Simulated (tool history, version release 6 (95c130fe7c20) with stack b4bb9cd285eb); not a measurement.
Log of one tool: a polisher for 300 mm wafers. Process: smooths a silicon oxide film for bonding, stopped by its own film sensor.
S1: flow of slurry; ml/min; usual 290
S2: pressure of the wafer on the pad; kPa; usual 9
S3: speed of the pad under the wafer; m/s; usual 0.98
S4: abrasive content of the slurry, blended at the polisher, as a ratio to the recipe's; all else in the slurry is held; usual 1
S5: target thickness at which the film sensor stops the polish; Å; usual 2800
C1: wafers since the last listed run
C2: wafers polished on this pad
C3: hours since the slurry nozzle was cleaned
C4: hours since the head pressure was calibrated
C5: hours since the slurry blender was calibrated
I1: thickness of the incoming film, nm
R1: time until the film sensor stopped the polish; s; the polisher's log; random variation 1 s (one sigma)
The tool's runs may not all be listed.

Run 1, hour 0: usual settings but S3 1.16 m/s; C1 0; C2 1171; C3 704.6; C4 1297; C5 251.3; I1 340.5. Result: R1 98.7 s.
Run 2, hour 15.1: usual settings but S3 1.16 m/s; C1 135; C2 1306; C3 719.7; C4 1312.1; C5 266.4; I1 339. Result: R1 96.1 s.
At hour 20.5: head pressure recalibrated.
Run 3, hour 47.8: usual settings but S3 1.16 m/s; C1 275; C2 1581; C3 752.4; C4 27.3; C5 299.1; I1 344.7. Result: R1 108.5 s.
Run 4, hour 68.4: usual settings; C1 184; C2 1766; C3 773; C4 47.9; C5 319.7; I1 343.7. Result: R1 120.5 s.
Run 5, hour 93.2: usual settings but S3 0.9 m/s; C1 222; C2 1988; C3 797.8; C4 72.7; C5 344.5; I1 339.7. Result: R1 116.9 s.
At hour 106.9: worn pad replaced by a new one.
Run 6, hour 108.6: usual settings but S3 0.9 m/s; C1 102; C2 15; C3 813.2; C4 88.1; C5 359.9; I1 344.2. Result: R1 129.8 s.
Run 7, hour 131.1: usual settings but S1 220 ml/min, S2 7.6 kPa, S4 0.75; C1 201; C2 217; C3 835.7; C4 110.6; C5 382.4; I1 340.7. Result: R1 158.5 s.
Run 8, hour 153.5: usual settings but S1 340 ml/min, S2 6.9 kPa, S4 0.9, S5 2660 Å; C1 200; C2 417; C3 858.1; C4 133; C5 404.8; I1 340.2. Result: R1 182.8 s.
Run 9, hour 172.1: usual settings; C1 166; C2 584; C3 876.7; C4 151.6; C5 423.4; I1 337.5. Result: R1 109.5 s.
Run 10, hour 198.1: usual settings but S3 1.14 m/s; C1 232; C2 817; C3 902.7; C4 177.6; C5 449.4; I1 337.8. Result: R1 97.4 s.
At hour 213.8: slurry blender recalibrated.
Run 11, hour 224.8: usual settings but S2 10.3 kPa, S4 0.7, S5 2890 Å; C1 221; C2 1038; C3 929.4; C4 204.3; C5 11; I1 342.4. Result: R1 106.6 s.
Run 12, hour 254.4: usual settings but S4 0.7, S5 3000 Å; C1 265; C2 1303; C3 959; C4 233.9; C5 40.6; I1 345.1. Result: R1 99.9 s.
Run 13, hour 271.7: usual settings; C1 154; C2 1458; C3 976.3; C4 251.2; C5 57.9; I1 339.5. Result: R1 112.3 s.
Run 14, hour 287.2: usual settings; C1 138; C2 1597; C3 991.8; C4 266.7; C5 73.4; I1 338.7. Result: R1 109.1 s.
At hour 311.3: slurry nozzle cleaned.
Run 15, hour 315.7: usual settings; C1 246; C2 1843; C3 4.4; C4 295.2; C5 101.9; I1 339.6. Result: R1 105.8 s.
At hour 334.5: worn pad replaced by a new one.
Run 16, hour 344.7: usual settings but S2 10.3 kPa; C1 223; C2 91; C3 33.4; C4 324.2; C5 130.9; I1 337.2. Result: R1 90.2 s.
Run 17, hour 373.2: usual settings but S1 330 ml/min, S2 10.3 kPa, S4 1.2, S5 2690 Å; C1 255; C2 347; C3 61.9; C4 352.7; C5 159.4; I1 335.9. Result: R1 94.2 s.
Run 18, hour 398.9: usual settings but S1 245 ml/min, S5 2910 Å; C1 230; C2 577; C3 87.6; C4 378.4; C5 185.1; I1 342.8. Result: R1 93.6 s.
Run 19, hour 422.3: usual settings but S3 0.68 m/s; C1 209; C2 786; C3 111; C4 401.8; C5 208.5; I1 338.5. Result: R1 132 s.
Run 20, hour 444.4: usual settings but S4 0.75, S5 2660 Å; C1 197; C2 984; C3 133.1; C4 423.9; C5 230.6; I1 335. Result: R1 140.2 s.
Run 21, hour 471.5: usual settings; C1 242; C2 1227; C3 160.2; C4 451; C5 257.7; I1 334.5. Result: R1 97.8 s.
Run 22, hour 498.6: usual settings; C1 242; C2 1470; C3 187.3; C4 478.1; C5 284.8; I1 338.6. Result: R1 105.1 s.
Run 23, hour 518.6: usual settings; C1 179; C2 1649; C3 207.3; C4 498.1; C5 304.8; I1 337.3. Result: R1 103.9 s.
At hour 541: worn pad replaced by a new one.
Run 24, hour 541.5: usual settings but S1 235 ml/min, S2 7.6 kPa; C1 169; C2 4; C3 230.2; C4 521; C5 327.7; I1 337.8. Result: R1 123.9 s.
Run 25, hour 555.2: usual settings but S1 200 ml/min, S2 10.3 kPa, S3 0.76 m/s, S5 2630 Å; C1 122; C2 127; C3 243.9; C4 534.7; C5 341.4; I1 340.8. Result: R1 153 s.
Run 26, hour 585: usual settings; C1 266; C2 394; C3 273.7; C4 564.5; C5 371.2; I1 339.4. Result: R1 105.8 s.
Run 27, hour 601.2: usual settings but S1 320 ml/min, S3 1.16 m/s, S4 1.25; C1 145; C2 539; C3 289.9; C4 580.7; C5 387.4; I1 340.4. Result: R1 86.4 s.
Run 28, hour 629.3: usual settings but S1 235 ml/min, S3 1.14 m/s; C1 251; C2 791; C3 318; C4 608.8; C5 415.5; I1 333.5. Result: R1 91.1 s.
Run 29, hour 652.4: usual settings but S5 2740 Å; C1 206; C2 997; C3 341.1; C4 631.9; C5 438.6; I1 343.2. Result: R1 126.9 s.

Some steps in R1 between neighbouring runs. How much of each would the tool show without its hidden state too (settings, what came in, random variation), and how much is left for the hidden state, with any gauge scatter that isn't in both results?
The hidden state here: removal rate lost through wear of the pad, %; slurry flow missing at the pad, %; deviation of the head's pressure from its setpoint, %; abrasive missing from the slurry, %.
Run 6 -> 7: S1 290 -> 220, S2 9 -> 7.6, S3 0.9 -> 0.98, S4 1 -> 0.75. R1 +28.7 s: hidden state +4.4, all else +24.3.
Run 8 -> 9: S1 340 -> 290, S2 6.9 -> 9, S4 0.9 -> 1, S5 2660 -> 2800. R1 -73.3 s: hidden state -2.8, all else -70.5.
Run 14 -> 15: slurry nozzle cleaned. R1 -3.3 s: hidden state -6.5, all else +3.2.
Run 25 -> 26: S1 200 -> 290, S2 10.3 -> 9, S3 0.76 -> 0.98, S5 2630 -> 2800. R1 -47.2 s: hidden state -3, all else -44.2.
